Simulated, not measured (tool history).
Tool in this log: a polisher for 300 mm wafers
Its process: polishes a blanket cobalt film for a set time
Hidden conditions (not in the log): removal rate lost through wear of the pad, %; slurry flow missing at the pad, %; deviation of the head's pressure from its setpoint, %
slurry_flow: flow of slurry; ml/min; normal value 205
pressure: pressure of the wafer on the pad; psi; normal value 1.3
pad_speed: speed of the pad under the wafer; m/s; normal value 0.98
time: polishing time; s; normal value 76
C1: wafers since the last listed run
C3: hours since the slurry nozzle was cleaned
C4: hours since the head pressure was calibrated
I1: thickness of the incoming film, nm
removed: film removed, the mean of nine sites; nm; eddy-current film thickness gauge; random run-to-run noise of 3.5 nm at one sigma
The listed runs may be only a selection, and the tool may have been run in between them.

run 1 hour=0.0 | slurry_flow=205 pressure=1.3 pad_speed=0.98 time=76 | C1=0 wafers_polished_on_this_pad=635 C3=75.4 C4=1377.6 | I1=689.9 | removed=290.6
run 2 hour=17.7 | slurry_flow=205 pressure=1.3 pad_speed=0.98 time=76 | C1=92 wafers_polished_on_this_pad=728 C3=93.1 C4=1395.3 | I1=698.9 | removed=298.7
-- hour=21.8 worn pad replaced by a new one
run 3 hour=25.3 | slurry_flow=205 pressure=1.3 pad_speed=0.98 time=76 | C1=18 wafers_polished_on_this_pad=18 C3=100.7 C4=1402.9 | I1=701.9 | removed=290.1
run 4 hour=35.2 | slurry_flow=205 pressure=1.3 pad_speed=0.98 time=76 | C1=51 wafers_polished_on_this_pad=70 C3=110.6 C4=1412.8 | I1=694.6 | removed=285.1
run 5 hour=48.9 | slurry_flow=205 pressure=1.1 pad_speed=0.98 time=98 | C1=71 wafers_polished_on_this_pad=141 C3=124.3 C4=1426.5 | I1=690.8 | removed=311.1
run 6 hour=57.2 | slurry_flow=205 pressure=1.1 pad_speed=0.98 time=98 | C1=43 wafers_polished_on_this_pad=184 C3=132.6 C4=1434.8 | I1=679.6 | removed=322.8
run 7 hour=74.2 | slurry_flow=205 pressure=1.1 pad_speed=0.98 time=98 | C1=88 wafers_polished_on_this_pad=273 C3=149.6 C4=1451.8 | I1=700.1 | removed=322.4
run 8 hour=89.5 | slurry_flow=205 pressure=1.3 pad_speed=0.98 time=76 | C1=79 wafers_polished_on_this_pad=353 C3=164.9 C4=1467.1 | I1=689.9 | removed=293.2
run 9 hour=116.6 | slurry_flow=205 pressure=1.3 pad_speed=0.98 time=76 | C1=141 wafers_polished_on_this_pad=494 C3=192.0 C4=1494.2 | I1=690.8 | removed=297.6
run 10 hour=123.9 | slurry_flow=205 pressure=1.5 pad_speed=0.98 time=76 | C1=38 wafers_polished_on_this_pad=532 C3=199.3 C4=1501.5 | I1=686.0 | removed=337.8
run 11 hour=139.1 | slurry_flow=205 pressure=1.5 pad_speed=0.98 time=76 | C1=79 wafers_polished_on_this_pad=612 C3=214.5 C4=1516.7 | I1=687.7 | removed=333.3
run 12 hour=155.9 | slurry_flow=205 pressure=1.5 pad_speed=0.98 time=76 | C1=87 wafers_polished_on_this_pad=699 C3=231.3 C4=1533.5 | I1=697.1 | removed=332.7
-- hour=165.2 worn pad replaced by a new one
run 13 hour=171.2 | slurry_flow=205 pressure=1.4 pad_speed=0.98 time=76 | C1=58 wafers_polished_on_this_pad=31 C3=246.6 C4=1548.8 | I1=681.8 | removed=316.9
run 14 hour=183.3 | slurry_flow=205 pressure=1.4 pad_speed=0.98 time=76 | C1=63 wafers_polished_on_this_pad=94 C3=258.7 C4=1560.9 | I1=693.5 | removed=311.9
run 15 hour=199.2 | slurry_flow=205 pressure=1.3 pad_speed=0.98 time=64 | C1=82 wafers_polished_on_this_pad=177 C3=274.6 C4=1576.8 | I1=675.7 | removed=248.4
run 16 hour=210.9 | slurry_flow=205 pressure=1.3 pad_speed=0.98 time=64 | C1=61 wafers_polished_on_this_pad=238 C3=286.3 C4=1588.5 | I1=682.9 | removed=245.1
run 17 hour=218.1 | slurry_flow=205 pressure=1.7 pad_speed=0.98 time=76 | C1=37 wafers_polished_on_this_pad=276 C3=293.5 C4=1595.7 | I1=682.5 | removed=385.9
-- hour=221.2 head pressure recalibrated
run 18 hour=225.5 | slurry_flow=205 pressure=1.7 pad_speed=0.98 time=76 | C1=28 wafers_polished_on_this_pad=304 C3=300.9 C4=4.3 | I1=689.2 | removed=379.0
run 19 hour=242.8 | slurry_flow=205 pressure=1.3 pad_speed=0.64 time=94 | C1=90 wafers_polished_on_this_pad=394 C3=318.2 C4=21.6 | I1=700.1 | removed=271.4
run 20 hour=258.0 | slurry_flow=270 pressure=1.3 pad_speed=0.98 time=76 | C1=79 wafers_polished_on_this_pad=473 C3=333.4 C4=36.8 | I1=688.8 | removed=299.3
run 21 hour=271.8 | slurry_flow=205 pressure=1.1 pad_speed=1.10 time=60 | C1=71 wafers_polished_on_this_pad=545 C3=347.2 C4=50.6 | I1=689.7 | removed=212.7
run 22 hour=285.4 | slurry_flow=265 pressure=1.3 pad_speed=1.26 time=76 | C1=70 wafers_polished_on_this_pad=616 C3=360.8 C4=64.2 | I1=694.3 | removed=363.3
run 23 hour=298.0 | slurry_flow=180 pressure=1.3 pad_speed=0.98 time=76 | C1=65 wafers_polished_on_this_pad=682 C3=373.4 C4=76.8 | I1=697.5 | removed=282.8
run 24 hour=306.8 | slurry_flow=205 pressure=1.3 pad_speed=0.84 time=76 | C1=45 wafers_polished_on_this_pad=728 C3=382.2 C4=85.6 | I1=689.8 | removed=258.5
-- hour=311.6 worn pad replaced by a new one
-- hour=312.4 slurry nozzle cleaned
run 25 hour=315.1 | slurry_flow=205 pressure=1.0 pad_speed=0.98 time=76 | C1=18 wafers_polished_on_this_pad=14 C3=2.7 C4=93.9 | I1=689.4 | removed=221.3
run 26 hour=325.2 | slurry_flow=205 pressure=1.3 pad_speed=0.98 time=76 | C1=52 wafers_polished_on_this_pad=66 C3=12.8 C4=104.0 | I1=690.3 | removed=289.6
run 27 hour=331.8 | slurry_flow=205 pressure=1.3 pad_speed=0.98 time=76 | C1=34 wafers_polished_on_this_pad=101 C3=19.4 C4=110.6 | I1=686.6 | removed=292.8
run 28 hour=338.5 | slurry_flow=205 pressure=1.5 pad_speed=0.86 time=76 | C1=34 wafers_polished_on_this_pad=136 C3=26.1 C4=117.3 | I1=697.7 | removed=297.5
run 29 hour=353.7 | slurry_flow=205 pressure=1.3 pad_speed=1.28 time=76 | C1=79 wafers_polished_on_this_pad=215 C3=41.3 C4=132.5 | I1=695.4 | removed=349.1
run 30 hour=370.7 | slurry_flow=205 pressure=1.7 pad_speed=0.98 time=97 | C1=88 wafers_polished_on_this_pad=304 C3=58.3 C4=149.5 | I1=701.5 | removed=499.6
run 31 hour=376.9 | slurry_flow=205 pressure=1.3 pad_speed=0.72 time=63 | C1=32 wafers_polished_on_this_pad=336 C3=64.5 C4=155.7 | I1=685.8 | removed=193.8
run 32 hour=400.7 | slurry_flow=205 pressure=1.3 pad_speed=0.84 time=76 | C1=124 wafers_polished_on_this_pad=460 C3=88.3 C4=179.5 | I1=705.5 | removed=260.4
run 33 hour=414.9 | slurry_flow=205 pressure=1.3 pad_speed=0.72 time=95 | C1=74 wafers_polished_on_this_pad=534 C3=102.5 C4=193.7 | I1=694.7 | removed=292.0
run 34 hour=432.3 | slurry_flow=260 pressure=1.0 pad_speed=0.72 time=63 | C1=90 wafers_polished_on_this_pad=625 C3=119.9 C4=211.1 | I1=690.1 | removed=155.7
run 35 hour=439.5 | slurry_flow=205 pressure=1.3 pad_speed=0.98 time=76 | C1=37 wafers_polished_on_this_pad=663 C3=127.1 C4=218.3 | I1=680.6 | removed=293.1
run 36 hour=447.5 | slurry_flow=255 pressure=1.6 pad_speed=0.98 time=51 | C1=41 wafers_polished_on_this_pad=705 C3=135.1 C4=226.3 | I1=699.9 | removed=244.4
-- hour=456.1 worn pad replaced by a new one
run 37 hour=460.5 | slurry_flow=180 pressure=1.0 pad_speed=0.98 time=76 | C1=46 wafers_polished_on_this_pad=23 C3=148.1 C4=239.3 | I1=691.9 | removed=219.2
run 38 hour=468.6 | slurry_flow=205 pressure=1.3 pad_speed=0.98 time=76 | C1=42 wafers_polished_on_this_pad=65 C3=156.2 C4=247.4 | I1=696.2 | removed=290.2

For each run, what was the tool's unlogged condition?
removal rate lost through wear of the pad, %: 0 across all the runs
slurry flow missing at the pad, %: 0 across all the runs
deviation of the head's pressure from its setpoint, %: 0 across all the runs

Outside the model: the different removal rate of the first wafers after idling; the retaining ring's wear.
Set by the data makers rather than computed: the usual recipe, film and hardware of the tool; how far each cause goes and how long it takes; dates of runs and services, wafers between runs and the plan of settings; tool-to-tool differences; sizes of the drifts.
